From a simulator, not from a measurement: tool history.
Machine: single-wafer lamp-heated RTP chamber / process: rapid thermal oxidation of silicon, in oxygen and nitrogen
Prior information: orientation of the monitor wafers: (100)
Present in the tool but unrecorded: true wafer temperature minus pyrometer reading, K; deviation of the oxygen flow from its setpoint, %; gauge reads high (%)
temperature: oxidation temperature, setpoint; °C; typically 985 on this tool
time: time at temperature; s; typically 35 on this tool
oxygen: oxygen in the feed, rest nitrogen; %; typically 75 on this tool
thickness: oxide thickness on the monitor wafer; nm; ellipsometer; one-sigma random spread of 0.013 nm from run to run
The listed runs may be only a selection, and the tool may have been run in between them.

run,day,temperature,time,oxygen,wafers since the last listed run,wafers since the last pyrometer calibration,hours since the oxygen flow controller was replaced,hours since the gauge calibration,"read-back reference wafer on the same gauge, thickness",thickness
1,0.000,985,39,94,0,4662,3993.9,180.6,3.211,4.269
2,2.679,985,35,75,952,5614,4058.2,244.9,3.210,3.821
3,5.196,985,35,75,894,6509,4118.6,305.3,3.208,3.866
# day 7.046: pyrometer window cleaned and pyrometer calibrated
4,7.562,985,35,75,722,183,4175.4,362.1,3.210,3.780
5,11.600,985,35,75,1434,1618,4272.3,459.0,3.211,3.787
6,15.258,985,35,75,1299,2918,4360.1,546.8,3.212,3.791
7,17.079,985,35,75,647,3565,4403.8,590.5,3.211,3.811
8,20.892,985,35,75,1354,4920,4495.3,682.0,3.210,3.812
9,25.338,985,29,75,1579,6500,4602.0,788.7,3.209,3.575
# day 26.633: pyrometer window cleaned and pyrometer calibrated
10,27.475,985,29,75,641,298,4653.3,840.0,3.209,3.512
11,31.596,973,35,75,1464,1762,4752.2,938.9,3.207,3.493
12,35.183,973,35,75,1274,3037,4838.3,1025.0,3.208,3.491
13,39.233,973,35,75,1439,4476,4935.5,1122.2,3.210,3.531
14,41.267,985,23,75,722,5199,4984.3,1171.0,3.210,3.260
15,44.833,995,47,98,1267,6466,5069.9,1256.6,3.214,5.084
# day 46.421: pyrometer window cleaned and pyrometer calibrated
16,46.896,985,44,98,614,168,5119.4,1306.1,3.207,4.524
# day 50.971: oxygen flow controller replaced
17,51.379,985,35,75,1474,1642,9.8,1413.7,3.209,3.783
18,54.800,966,48,98,1215,2858,91.9,1495.8,3.210,4.114
# day 58.271: gauge calibrated
19,59.025,985,35,49,1501,4359,193.3,18.1,3.207,3.374
20,60.954,1002,35,49,685,5045,239.6,64.4,3.209,3.760
21,64.575,1002,35,75,1286,6331,326.5,151.3,3.208,4.327
# day 68.900: pyrometer window cleaned and pyrometer calibrated
22,68.921,974,41,96,1425,6,430.8,255.6,3.210,4.038
23,73.112,985,35,53,1489,1496,531.4,356.2,3.212,3.402
24,75.325,985,35,75,786,2282,584.5,409.3,3.212,3.782
25,79.304,964,35,96,1413,3696,680.0,504.8,3.213,3.555
26,86.646,985,35,75,2608,6305,856.2,681.0,3.209,3.836

Predict each of these 4 candidate next runs independently; none follows another, all start after run 26:
A,86.662,985,35,75,5,6311,856.6,681.4,?,?
B,86.662,1007,25,75,5,6311,856.6,681.4,?,?
C,86.662,1000,40,92,5,6311,856.6,681.4,?,?
D,86.662,1015,35,62,5,6311,856.6,681.4,?,?

run,"read-back reference wafer on the same gauge, thickness",thickness
A,3.212,3.848
B,3.212,3.904
C,3.212,4.818
D,3.212,4.431
With no hidden state in the tool, these same runs would have given:
run,thickness
A,3.781
B,3.838
C,4.729
D,4.353

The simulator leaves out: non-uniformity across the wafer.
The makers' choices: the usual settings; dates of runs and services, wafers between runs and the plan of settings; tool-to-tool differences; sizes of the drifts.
